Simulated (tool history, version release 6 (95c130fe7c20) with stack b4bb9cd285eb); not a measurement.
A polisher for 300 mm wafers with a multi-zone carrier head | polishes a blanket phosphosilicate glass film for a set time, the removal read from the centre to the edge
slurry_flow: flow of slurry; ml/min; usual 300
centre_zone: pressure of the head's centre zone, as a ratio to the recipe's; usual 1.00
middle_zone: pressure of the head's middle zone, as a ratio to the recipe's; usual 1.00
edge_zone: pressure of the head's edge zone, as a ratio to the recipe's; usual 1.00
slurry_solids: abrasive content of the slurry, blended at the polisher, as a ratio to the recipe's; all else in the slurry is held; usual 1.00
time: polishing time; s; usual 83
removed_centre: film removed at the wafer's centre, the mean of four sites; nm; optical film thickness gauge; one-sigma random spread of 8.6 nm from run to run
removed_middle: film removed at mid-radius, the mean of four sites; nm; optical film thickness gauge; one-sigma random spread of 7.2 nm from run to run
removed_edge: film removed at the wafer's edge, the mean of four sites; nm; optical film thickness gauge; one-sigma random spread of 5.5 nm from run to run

| run | hour | slurry_flow | centre_zone | middle_zone | edge_zone | slurry_solids | time | wafers since the last listed run | wafers polished on this pad | hours since the slurry nozzle was cleaned | hours since the centre zone pressure was calibrated | hours since the edge zone pressure was calibrated | hours since the carrier head's membrane was replaced | incoming thickness of the incoming film, nm | removed_centre | removed_middle | removed_edge |
|---|---|---|---|---|---|---|---|---|---|---|---|---|---|---|---|---|---|
| 1 | 0.0 | 370 | 1.00 | 1.00 | 1.00 | 1.00 | 83 | 0 | 241 | 266.3 | 1151.5 | 1023.2 | 1337.8 | 3442.8 | 512.7 | 525.0 | 513.1 |
|  | 11.9 | worn pad replaced by a new one, repeated, since the last time left the tool worse |
| 2 | 12.4 | 370 | 1.00 | 1.00 | 1.00 | 1.00 | 83 | 63 | 3 | 278.7 | 1163.9 | 1035.6 | 1350.2 | 3407.6 | 613.8 | 638.6 | 610.2 |
| 3 | 25.2 | 300 | 1.00 | 1.06 | 1.00 | 1.00 | 96 | 96 | 100 | 291.5 | 1176.7 | 1048.4 | 1363.0 | 3395.5 | 661.4 | 723.8 | 695.8 |
| 4 | 37.7 | 300 | 1.00 | 1.06 | 1.00 | 1.00 | 96 | 94 | 194 | 304.0 | 1189.2 | 1060.9 | 1375.5 | 3369.5 | 645.6 | 723.1 | 675.5 |
|  | 45.9 | slurry nozzle cleaned |
| 5 | 54.3 | 300 | 1.00 | 1.00 | 1.00 | 1.00 | 83 | 117 | 311 | 8.4 | 1205.8 | 1077.5 | 1392.1 | 3400.8 | 569.6 | 591.5 | 580.5 |
| 6 | 62.0 | 300 | 1.00 | 1.00 | 1.00 | 1.00 | 83 | 57 | 369 | 16.1 | 1213.5 | 1085.2 | 1399.8 | 3386.6 | 552.8 | 590.0 | 575.4 |
|  | 71.7 | carrier head's membrane replaced by a new one |
| 7 | 72.2 | 300 | 1.00 | 1.00 | 1.00 | 1.00 | 83 | 39 | 408 | 26.3 | 1223.7 | 1095.4 | 0.5 | 3420.1 | 549.0 | 582.7 | 581.3 |
|  | 75.9 | centre zone pressure recalibrated |
| 8 | 78.3 | 235 | 1.00 | 1.00 | 1.00 | 1.00 | 75 | 30 | 439 | 32.4 | 2.4 | 1101.5 | 6.6 | 3495.1 | 492.4 | 520.7 | 506.5 |
| 9 | 89.1 | 300 | 1.06 | 1.00 | 1.00 | 1.15 | 83 | 81 | 521 | 43.2 | 13.2 | 1112.3 | 17.4 | 3369.0 | 628.2 | 626.4 | 610.6 |
|  | 106.7 | worn pad replaced by a new one |
| 10 | 107.2 | 300 | 1.05 | 1.00 | 1.06 | 1.00 | 68 | 106 | 3 | 61.3 | 31.3 | 1130.4 | 35.5 | 3457.9 | 513.6 | 510.5 | 515.2 |
| 11 | 124.2 | 300 | 1.03 | 0.88 | 1.00 | 1.00 | 83 | 128 | 131 | 78.3 | 48.3 | 1147.4 | 52.5 | 3364.8 | 604.0 | 541.7 | 590.0 |
|  | 131.4 | edge zone pressure recalibrated |
| 12 | 135.2 | 300 | 1.10 | 1.00 | 1.00 | 1.20 | 83 | 67 | 199 | 89.3 | 59.3 | 3.8 | 63.5 | 3418.5 | 678.6 | 653.5 | 632.9 |
| 13 | 148.6 | 400 | 1.08 | 1.00 | 1.00 | 0.85 | 92 | 100 | 300 | 102.7 | 72.7 | 17.2 | 76.9 | 3456.7 | 641.0 | 606.0 | 597.7 |
| 14 | 166.5 | 300 | 1.00 | 1.00 | 1.00 | 1.00 | 71 | 134 | 435 | 120.6 | 90.6 | 35.1 | 94.8 | 3370.4 | 474.2 | 502.4 | 495.2 |
| 15 | 181.1 | 300 | 1.00 | 1.00 | 1.00 | 1.00 | 58 | 109 | 545 | 135.2 | 105.2 | 49.7 | 109.4 | 3379.6 | 376.6 | 412.5 | 406.3 |
| 16 | 190.7 | 300 | 1.09 | 1.00 | 1.00 | 1.00 | 67 | 72 | 617 | 144.8 | 114.8 | 59.3 | 119.0 | 3467.0 | 487.8 | 465.9 | 459.8 |
| 17 | 207.0 | 270 | 1.04 | 0.90 | 1.00 | 1.00 | 57 | 122 | 740 | 161.1 | 131.1 | 75.6 | 135.3 | 3411.0 | 393.3 | 369.7 | 394.5 |
|  | 219.2 | worn pad replaced by a new one |
| 18 | 219.7 | 300 | 1.00 | 1.00 | 1.06 | 1.00 | 66 | 65 | 3 | 173.8 | 143.8 | 88.3 | 148.0 | 3391.7 | 468.0 | 489.7 | 497.3 |
| 19 | 233.1 | 300 | 1.00 | 1.00 | 1.00 | 1.00 | 83 | 100 | 104 | 187.2 | 157.2 | 101.7 | 161.4 | 3418.4 | 585.3 | 612.3 | 600.7 |
| 20 | 250.1 | 300 | 1.00 | 1.00 | 1.00 | 1.00 | 83 | 128 | 232 | 204.2 | 174.2 | 118.7 | 178.4 | 3440.2 | 559.9 | 595.3 | 590.0 |

What does the tool deliver on the next run?
| 21 | 260.3 | 300 | 1.00 | 1.00 | 1.00 | 1.10 | 83 | 76 | 309 | 214.4 | 184.4 | 128.9 | 188.6 | 3376.4 | ? | ? | ? |

removed_centre: 582.4 nm
removed_middle: 621.4 nm
removed_edge: 599.3 nm
Without the tool's hidden state the same run would have given removed_centre 615.5 nm, removed_middle 656.8 nm, removed_edge 633.4 nm.
